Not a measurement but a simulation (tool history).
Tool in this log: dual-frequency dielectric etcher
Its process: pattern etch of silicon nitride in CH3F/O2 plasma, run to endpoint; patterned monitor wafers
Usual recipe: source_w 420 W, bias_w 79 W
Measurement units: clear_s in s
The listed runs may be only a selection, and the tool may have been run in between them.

| run | hour | source_w | bias_w | wafers since the last listed run | hours since the last wet clean | hours since the last source power generator calibration | hours since the last bias power generator calibration | hours since the last upper electrode change | incoming incoming film thickness, nm | clear_s |
|---|---|---|---|---|---|---|---|---|---|---|
| 1 | 0 | 390 | 85 | 0 | 54.9 | 1225.6 | 1254.9 | 4887 | 60.8 | 65.9 |
| 2 | 45.4 | 460 | 79 | 190 | 100.3 | 1271 | 1300.3 | 4932.4 | 61.4 | 66.4 |
| 3 | 136.7 | 460 | 79 | 382 | 191.6 | 1362.3 | 1391.6 | 5023.7 | 60.9 | 66.2 |
| 4 | 202 | 460 | 79 | 273 | 256.9 | 1427.6 | 1456.9 | 5089 | 61.1 | 66.3 |
| 5 | 253.1 | 420 | 79 | 213 | 308 | 1478.7 | 1508 | 5140.1 | 61.1 | 68.5 |
| 6 | 298.5 | 420 | 79 | 190 | 353.4 | 1524.1 | 1553.4 | 5185.5 | 60.6 | 68 |
| 7 | 366.4 | 360 | 79 | 284 | 421.3 | 1592 | 1621.3 | 5253.4 | 61.1 | 72.5 |
|  | 464.4 | wet clean of the chamber |
| 8 | 464.9 | 360 | 79 | 311 | 0.5 | 1690.5 | 1719.8 | 5351.9 | 60.7 | 69.2 |
| 9 | 561.6 | 460 | 71 | 404 | 97.2 | 1787.2 | 1816.5 | 5448.6 | 61.4 | 69.8 |
| 10 | 660 | 340 | 79 | 412 | 195.6 | 1885.6 | 1914.9 | 5547 | 60.8 | 72.7 |
| 11 | 758.1 | 470 | 79 | 410 | 293.7 | 1983.7 | 2013 | 5645.1 | 61 | 66.7 |
| 12 | 855.2 | 330 | 71 | 406 | 390.8 | 2080.8 | 2110.1 | 5742.2 | 61 | 78.4 |
| 13 | 891.8 | 500 | 64 | 153 | 427.4 | 2117.4 | 2146.7 | 5778.8 | 60.5 | 72.7 |
|  | 901.8 | bias power generator calibrated |
|  | 932.7 | source power generator calibrated |
|  | 996.9 | wet clean of the chamber |
| 14 | 997.4 | 420 | 79 | 308 | 0.5 | 64.7 | 95.6 | 5884.4 | 60.9 | 66.4 |
|  | 1033.7 | upper electrode replaced |
| 15 | 1034.2 | 420 | 90 | 53 | 37.3 | 101.5 | 132.4 | 0.5 | 60.9 | 62.9 |
| 16 | 1072.5 | 420 | 79 | 160 | 75.6 | 139.8 | 170.7 | 38.8 | 61.5 | 67.7 |
| 17 | 1179.9 | 490 | 79 | 449 | 183 | 247.2 | 278.1 | 146.2 | 61.2 | 65.1 |
| 18 | 1227.9 | 350 | 85 | 201 | 231 | 295.2 | 326.1 | 194.2 | 61 | 69.7 |
| 19 | 1277.5 | 480 | 79 | 207 | 280.6 | 344.8 | 375.7 | 243.8 | 60.8 | 64.6 |
| 20 | 1361.9 | 390 | 65 | 353 | 365 | 429.2 | 460.1 | 328.2 | 61.4 | 76.8 |

Each row is a separate what-if for the run after 20, all from the same tool condition, not one after another. Results?
| A | 1362.4 | 420 | 79 | 2 | 365.5 | 429.7 | 460.6 | 328.7 | 60.7 | ? |
| B | 1362.4 | 420 | 88 | 2 | 365.5 | 429.7 | 460.6 | 328.7 | 60.7 | ? |
| C | 1362.4 | 460 | 73 | 2 | 365.5 | 429.7 | 460.6 | 328.7 | 60.7 | ? |
| D | 1362.4 | 350 | 92 | 2 | 365.5 | 429.7 | 460.6 | 328.7 | 60.7 | ? |
| E | 1362.4 | 480 | 87 | 2 | 365.5 | 429.7 | 460.6 | 328.7 | 60.7 | ? |

| run | clear_s |
|---|---|
| A | 68.2 |
| B | 64.9 |
| C | 68.7 |
| D | 67 |
| E | 62.8 |
Stripped of hidden state, with their random variation kept, the same runs would have yielded:
| run | clear_s |
|---|---|
| A | 66.2 |
| B | 63.1 |
| C | 66.8 |
| D | 65.1 |
| E | 61 |
